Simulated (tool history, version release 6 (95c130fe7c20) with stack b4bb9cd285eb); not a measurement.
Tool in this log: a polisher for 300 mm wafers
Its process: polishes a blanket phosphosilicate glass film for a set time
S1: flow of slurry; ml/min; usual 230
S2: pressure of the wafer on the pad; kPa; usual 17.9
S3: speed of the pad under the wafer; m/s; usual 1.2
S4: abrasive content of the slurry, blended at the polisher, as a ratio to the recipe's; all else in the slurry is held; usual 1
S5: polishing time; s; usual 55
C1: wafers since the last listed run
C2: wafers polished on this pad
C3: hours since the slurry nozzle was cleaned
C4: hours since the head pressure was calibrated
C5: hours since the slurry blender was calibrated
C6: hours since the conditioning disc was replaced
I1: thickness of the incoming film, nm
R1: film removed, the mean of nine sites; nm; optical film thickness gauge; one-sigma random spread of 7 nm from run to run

Run 1, hour 0: usual settings; C1 0; C2 3087; C3 208.1; C4 610.2; C5 96.9; C6 94.2; I1 2163.7. Result: R1 517 nm.
Run 2, hour 102.8: usual settings but S1 275 ml/min; C1 879; C2 3967; C3 310.9; C4 713; C5 199.7; C6 197; I1 2166.3. Result: R1 536.6 nm.
Run 3, hour 208.3: usual settings but S1 275 ml/min; C1 903; C2 4870; C3 416.4; C4 818.5; C5 305.2; C6 302.5; I1 2147.7. Result: R1 522.3 nm.
At hour 221.3: worn pad replaced by a new one.
Run 4, hour 303.3: usual settings but S3 0.9 m/s; C1 778; C2 702; C3 511.4; C4 913.5; C5 400.2; C6 397.5; I1 2143.8. Result: R1 410.8 nm.
Run 5, hour 399.2: usual settings but S2 15.2 kPa; C1 820; C2 1523; C3 607.3; C4 1009.4; C5 496.1; C6 493.4; I1 2133.2. Result: R1 455.3 nm.
At hour 429: conditioning disc replaced and pad reconditioned.
Run 6, hour 506.3: usual settings but S1 155 ml/min, S5 46 s; C1 899; C2 2422; C3 714.4; C4 1116.5; C5 603.2; C6 77.3; I1 2150.5. Result: R1 423 nm.
At hour 518.8: slurry blender recalibrated.
Run 7, hour 558.4: usual settings but S3 1.32 m/s, S5 45 s; C1 428; C2 2851; C3 766.5; C4 1168.6; C5 39.6; C6 129.4; I1 2122.2. Result: R1 462 nm.
At hour 579.3: slurry nozzle cleaned.
Run 8, hour 603.6: usual settings; C1 378; C2 3230; C3 24.3; C4 1213.8; C5 84.8; C6 174.6; I1 2131.8. Result: R1 526.5 nm.
At hour 643.6: head pressure recalibrated.
Run 9, hour 665.3: usual settings but S1 270 ml/min, S2 14.5 kPa, S3 0.94 m/s, S4 1.15; C1 511; C2 3741; C3 86; C4 21.7; C5 146.5; C6 236.3; I1 2138.9. Result: R1 395.7 nm.
Run 10, hour 731.2: usual settings but S1 290 ml/min, S2 15.9 kPa; C1 564; C2 4305; C3 151.9; C4 87.6; C5 212.4; C6 302.2; I1 2185.4. Result: R1 480.6 nm.
At hour 758.2: worn pad replaced by a new one.
Run 11, hour 820.2: usual settings; C1 727; C2 530; C3 240.9; C4 176.6; C5 301.4; C6 391.2; I1 2151.3. Result: R1 535.9 nm.
Run 12, hour 856.6: usual settings; C1 311; C2 842; C3 277.3; C4 213; C5 337.8; C6 427.6; I1 2117.1. Result: R1 506.2 nm.
Run 13, hour 893.7: usual settings; C1 317; C2 1159; C3 314.4; C4 250.1; C5 374.9; C6 464.7; I1 2140.8. Result: R1 522.2 nm.
At hour 964.4: conditioning disc replaced and pad reconditioned.
Run 14, hour 973: usual settings but S2 14.5 kPa, S3 0.9 m/s, S4 1.3, S5 67 s; C1 661; C2 1821; C3 393.7; C4 329.4; C5 454.2; C6 8.6; I1 2198.8. Result: R1 494 nm.
Run 15, hour 1024.4: usual settings but S2 14.5 kPa, S3 1.44 m/s, S5 66 s; C1 439; C2 2261; C3 445.1; C4 380.8; C5 505.6; C6 60; I1 2132.5. Result: R1 588.4 nm.
At hour 1045.1: slurry blender recalibrated.
Run 16, hour 1111.9: usual settings but S3 1.34 m/s, S4 1.15; C1 731; C2 2993; C3 532.6; C4 468.3; C5 66.8; C6 147.5; I1 2163.7. Result: R1 622.1 nm.
Run 17, hour 1186.8: usual settings but S5 37 s; C1 641; C2 3634; C3 607.5; C4 543.2; C5 141.7; C6 222.4; I1 2170.2. Result: R1 342.5 nm.
Run 18, hour 1285.6: usual settings but S2 20 kPa, S3 1.36 m/s; C1 845; C2 4480; C3 706.3; C4 642; C5 240.5; C6 321.2; I1 2155.6. Result: R1 632.5 nm.
Run 19, hour 1376.6: usual settings but S4 1.3; C1 778; C2 5259; C3 797.3; C4 733; C5 331.5; C6 412.2; I1 2105. Result: R1 602.9 nm.
At hour 1419.2: worn pad replaced by a new one.
Run 20, hour 1422.2: usual settings but S4 0.8; C1 356; C2 25; C3 842.9; C4 778.6; C5 377.1; C6 457.8; I1 2147.6. Result: R1 439.1 nm.
At hour 1427.4: slurry nozzle cleaned.
At hour 1599.6: conditioning disc replaced and pad reconditioned.
Run 21, hour 1626.8: usual settings; C1 1725; C2 1751; C3 199.4; C4 983.2; C5 581.7; C6 27.2; I1 2147. Result: R1 532.2 nm.
At hour 1706.7: slurry blender recalibrated.
Run 22, hour 1726.8: usual settings; C1 838; C2 2590; C3 299.4; C4 1083.2; C5 20.1; C6 127.2; I1 2125.3. Result: R1 525.3 nm.
Run 23, hour 1781.6: usual settings but S4 1.25; C1 469; C2 3059; C3 354.2; C4 1138; C5 74.9; C6 182; I1 2161.5. Result: R1 583.7 nm.
Run 24, hour 1823.6: usual settings but S5 45 s; C1 359; C2 3419; C3 396.2; C4 1180; C5 116.9; C6 224; I1 2130.4. Result: R1 425.4 nm.
Run 25, hour 1864: usual settings but S1 210 ml/min, S2 13.8 kPa, S3 0.86 m/s; C1 345; C2 3765; C3 436.6; C4 1220.4; C5 157.3; C6 264.4; I1 2138.9. Result: R1 309.9 nm.
At hour 1928.7: head pressure recalibrated.
At hour 1953.8: worn pad replaced by a new one.
Run 26, hour 1965.4: usual settings; C1 816; C2 99; C3 538; C4 36.7; C5 258.7; C6 365.8; I1 2133.2. Result: R1 520.4 nm.

Each row is a separate what-if for the run after 26, all from the same tool condition, not one after another. Results?
Run A, hour 1965.8: usual settings; C1 3; C2 102; C3 538.4; C4 37.1; C5 259.1; C6 366.2; I1 2105.4. Result: R1 ?.
Run B, hour 1965.8: usual settings but S4 0.8, S5 72 s; C1 3; C2 102; C3 538.4; C4 37.1; C5 259.1; C6 366.2; I1 2105.4. Result: R1 ?.
Run C, hour 1965.8: usual settings but S3 1.56 m/s, S5 72 s; C1 3; C2 102; C3 538.4; C4 37.1; C5 259.1; C6 366.2; I1 2105.4. Result: R1 ?.

run     R1
  A  527.2
  B  578.6
  C  851.3
What these runs would have given with no unlogged condition in the tool:
run     R1
  A  527.2
  B  578.6
  C  851.3

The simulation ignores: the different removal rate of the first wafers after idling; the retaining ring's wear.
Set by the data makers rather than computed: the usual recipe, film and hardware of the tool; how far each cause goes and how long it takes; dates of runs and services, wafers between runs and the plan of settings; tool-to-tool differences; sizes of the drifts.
